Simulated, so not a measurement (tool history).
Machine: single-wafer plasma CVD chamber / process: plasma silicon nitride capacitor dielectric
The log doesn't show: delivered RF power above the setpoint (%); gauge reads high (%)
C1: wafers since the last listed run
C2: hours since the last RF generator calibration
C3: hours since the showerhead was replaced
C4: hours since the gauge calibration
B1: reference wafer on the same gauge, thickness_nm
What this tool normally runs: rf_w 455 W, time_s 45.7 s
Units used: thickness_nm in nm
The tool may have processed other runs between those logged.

Run 1, hour 0: usual settings; C1 0; C2 133.7; C3 1876.3; C4 919.7; B1 56.071. Result: thickness_nm 69.488 nm.
Run 2, hour 44.6: usual settings; C1 1037; C2 178.3; C3 1920.9; C4 964.3; B1 56.06. Result: thickness_nm 69.684 nm.
Run 3, hour 329.7: usual settings; C1 6633; C2 463.4; C3 2206; C4 1249.4; B1 56.084. Result: thickness_nm 68.606 nm.
Run 4, hour 377.8: usual settings but rf_w 490 W; C1 1119; C2 511.5; C3 2254.1; C4 1297.5; B1 56.116. Result: thickness_nm 70.122 nm.
Run 5, hour 451.3: usual settings but rf_w 490 W; C1 1710; C2 585; C3 2327.6; C4 1371; B1 56.06. Result: thickness_nm 70.023 nm.
Run 6, hour 550.3: usual settings but time_s 43.1 s; C1 2303; C2 684; C3 2426.6; C4 1470; B1 56.107. Result: thickness_nm 65.034 nm.
Run 7, hour 811.7: usual settings but time_s 43.1 s; C1 6082; C2 945.4; C3 2688; C4 1731.4; B1 56.123. Result: thickness_nm 64.72 nm.
At hour 862.9: gauge calibrated.
Run 8, hour 889.3: usual settings but time_s 43.1 s; C1 1805; C2 1023; C3 2765.6; C4 26.4; B1 56.063. Result: thickness_nm 64.679 nm.
At hour 931.6: showerhead replaced.
Run 9, hour 943.7: usual settings; C1 1079; C2 1077.4; C3 12.1; C4 80.8; B1 56.1. Result: thickness_nm 68.617 nm.
Run 10, hour 998.8: usual settings; C1 1282; C2 1132.5; C3 67.2; C4 135.9; B1 56.133. Result: thickness_nm 68.279 nm.
At hour 1058.2: RF generator calibrated.
Run 11, hour 1102: usual settings; C1 2215; C2 43.8; C3 170.4; C4 239.1; B1 56.164. Result: thickness_nm 70.041 nm.
Run 12, hour 1194.6: usual settings; C1 2154; C2 136.4; C3 263; C4 331.7; B1 56.143. Result: thickness_nm 69.97 nm.
Run 13, hour 1416.8: usual settings; C1 5170; C2 358.6; C3 485.2; C4 553.9; B1 56.1. Result: thickness_nm 69.284 nm.
Run 14, hour 1479.8: usual settings but rf_w 395 W; C1 1465; C2 421.6; C3 548.2; C4 616.9; B1 56.053. Result: thickness_nm 67.26 nm.
Run 15, hour 1569.2: usual settings but rf_w 395 W; C1 2080; C2 511; C3 637.6; C4 706.3; B1 56.091. Result: thickness_nm 67.278 nm.
Run 16, hour 1652.7: usual settings but rf_w 405 W, time_s 51.7 s; C1 1942; C2 594.5; C3 721.1; C4 789.8; B1 56.178. Result: thickness_nm 76.238 nm.
Run 17, hour 1694.3: usual settings but rf_w 505 W, time_s 37.4 s; C1 967; C2 636.1; C3 762.7; C4 831.4; B1 56.123. Result: thickness_nm 57.931 nm.
Run 18, hour 1739.1: usual settings but rf_w 515 W, time_s 48 s; C1 1042; C2 680.9; C3 807.5; C4 876.2; B1 56.05. Result: thickness_nm 74.173 nm.
Run 19, hour 1870.3: usual settings but rf_w 425 W, time_s 40.4 s; C1 3052; C2 812.1; C3 938.7; C4 1007.4; B1 56.096. Result: thickness_nm 60.026 nm.
Run 20, hour 1974: usual settings but rf_w 395 W, time_s 40.4 s; C1 2412; C2 915.8; C3 1042.4; C4 1111.1; B1 56.135. Result: thickness_nm 59.332 nm.
Run 21, hour 2038.4: usual settings but time_s 36.6 s; C1 1498; C2 980.2; C3 1106.8; C4 1175.5; B1 56.056. Result: thickness_nm 55.24 nm.
Run 22, hour 2201.8: usual settings but time_s 37.2 s; C1 3802; C2 1143.6; C3 1270.2; C4 1338.9; B1 56.052. Result: thickness_nm 56.247 nm.
Run 23, hour 2280.8: usual settings but rf_w 515 W, time_s 53.3 s; C1 1838; C2 1222.6; C3 1349.2; C4 1417.9; B1 56.129. Result: thickness_nm 82.365 nm.
At hour 2344.6: gauge calibrated.
Run 24, hour 2383.3: usual settings; C1 2385; C2 1325.1; C3 1451.7; C4 38.7; B1 56.125. Result: thickness_nm 68.653 nm.
Run 25, hour 2437.3: usual settings but rf_w 515 W, time_s 54.7 s; C1 1256; C2 1379.1; C3 1505.7; C4 92.7; B1 56.063. Result: thickness_nm 84.797 nm.
At hour 2513.7: RF generator calibrated.
Run 26, hour 2514.2: usual settings; C1 1603; C2 0.5; C3 1582.6; C4 169.6; B1 56.108. Result: thickness_nm 69.958 nm.
Run 27, hour 2565.1: usual settings but time_s 43.1 s; C1 1184; C2 51.4; C3 1633.5; C4 220.5; B1 56.053. Result: thickness_nm 65.782 nm.
Run 28, hour 2634.2: usual settings but rf_w 505 W; C1 1607; C2 120.5; C3 1702.6; C4 289.6; B1 56.086. Result: thickness_nm 71.044 nm.
Run 29, hour 2673.1: usual settings but rf_w 515 W, time_s 53.2 s; C1 905; C2 159.4; C3 1741.5; C4 328.5; B1 56.125. Result: thickness_nm 82.935 nm.
Run 30, hour 2753.6: usual settings but time_s 51.2 s; C1 1873; C2 239.9; C3 1822; C4 409; B1 56.119. Result: thickness_nm 78.272 nm.

Predict each of these 3 candidate next runs independently; none follows another, all start after run 30:
Run A, hour 2754: usual settings; C1 9; C2 240.3; C3 1822.4; C4 409.4; B1 ?. Result: thickness_nm ?.
Run B, hour 2754: usual settings but rf_w 490 W, time_s 42.6 s; C1 9; C2 240.3; C3 1822.4; C4 409.4; B1 ?. Result: thickness_nm ?.
Run C, hour 2754: usual settings but rf_w 375 W, time_s 51.7 s; C1 9; C2 240.3; C3 1822.4; C4 409.4; B1 ?. Result: thickness_nm ?.

run     B1  thickness_nm
  A  56.15        69.621
  B  56.15        65.908
  C  56.15        75.781
Stripped of hidden state, with their random variation kept, the same runs would have yielded:
run  thickness_nm
  A        70.234
  B        66.488
  C        76.448
